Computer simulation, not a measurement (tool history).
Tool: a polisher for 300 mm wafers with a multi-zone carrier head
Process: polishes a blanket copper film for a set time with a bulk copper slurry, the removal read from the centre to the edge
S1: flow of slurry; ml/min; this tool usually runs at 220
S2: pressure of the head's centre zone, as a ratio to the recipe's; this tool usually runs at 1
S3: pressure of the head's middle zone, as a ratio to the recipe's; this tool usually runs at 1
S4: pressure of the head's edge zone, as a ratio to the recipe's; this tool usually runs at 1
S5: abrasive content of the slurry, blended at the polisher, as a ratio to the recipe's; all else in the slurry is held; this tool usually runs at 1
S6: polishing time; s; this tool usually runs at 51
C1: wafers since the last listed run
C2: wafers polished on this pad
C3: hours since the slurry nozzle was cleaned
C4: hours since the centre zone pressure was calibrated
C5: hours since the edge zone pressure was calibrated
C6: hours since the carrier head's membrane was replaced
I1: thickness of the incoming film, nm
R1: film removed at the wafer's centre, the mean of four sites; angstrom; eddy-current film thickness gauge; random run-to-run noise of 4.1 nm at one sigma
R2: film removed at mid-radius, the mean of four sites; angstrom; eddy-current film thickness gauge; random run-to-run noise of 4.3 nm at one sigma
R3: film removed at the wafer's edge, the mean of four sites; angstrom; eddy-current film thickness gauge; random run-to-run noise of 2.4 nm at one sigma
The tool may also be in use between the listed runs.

run	hour	S1	S2	S3	S4	S5	S6	C1	C2	C3	C4	C5	C6	I1	R1	R2	R3
1	0	220	1	1	1	1	51	0	584	383.9	94.6	567	183.6	1853.5	2974	3022	3039
2	39.9	220	1	1	1	1	51	467	1051	423.8	134.5	606.9	223.5	1900.8	2918	2958	2940
3	77.6	220	1	1	1	1	51	441	1493	461.5	172.2	644.6	261.2	1877	2861	2792	2861
4	122.5	220	1	1	1	1	39	525	2018	506.4	217.1	689.5	306.1	1883.3	2191	2198	2161
5	204.6	220	1	1	1	1	51	961	2980	588.5	299.2	771.6	388.2	1859.8	2808	2825	2756
# hour 235.3: worn pad replaced by a new one
6	293.1	220	1	1	1	1	51	989	676	677	387.7	860.1	476.7	1888.2	3056	3007	3028
# hour 353.9: slurry nozzle cleaned
7	363.7	180	1	1	1	1	51	814	1491	9.8	458.3	930.7	547.3	1873.3	2842	2837	2848
8	429.1	180	1	1	1	1	51	765	2256	75.2	523.7	996.1	612.7	1856	2789	2785	2826
# hour 468.3: worn pad replaced by a new one
# hour 497.5: centre zone pressure recalibrated
9	530.3	180	1	1	1	1	51	1114	702	176.4	32.8	1097.3	713.9	1876.6	2976	3070	2944
10	624.7	220	1	1	1	1	51	1105	1807	270.8	127.2	1191.7	808.3	1871.2	2911	2935	2910
# hour 696.8: edge zone pressure recalibrated
# hour 713.7: worn pad replaced by a new one
11	715.1	220	0.96	1	1	1	68	988	16	361.2	217.6	18.3	898.7	1872.3	4172	4311	4316
12	820.2	190	1	0.94	1	0.9	51	1230	1247	466.3	322.7	123.4	1003.8	1862.4	2815	2753	2859
13	875	155	1	1.03	1	1	36	641	1889	521.1	377.5	178.2	1058.6	1871.2	1959	2014	1982

What will run 14 give?
# hour 929: slurry nozzle cleaned
# hour 945.1: worn pad replaced by a new one
14	956.3	220	1	1.1	1	1	51	893	130	27.3	458.8	259.5	1139.9	1885.5	?	?	?

Run 14 came out at R1 3218 angstrom, R2 3321 angstrom, R3 3199 angstrom.
Take away the tool's hidden state, keep the run-to-run variation as it was, and the same run would have given R1 3272 angstrom, R2 3377 angstrom, R3 3253 angstrom.
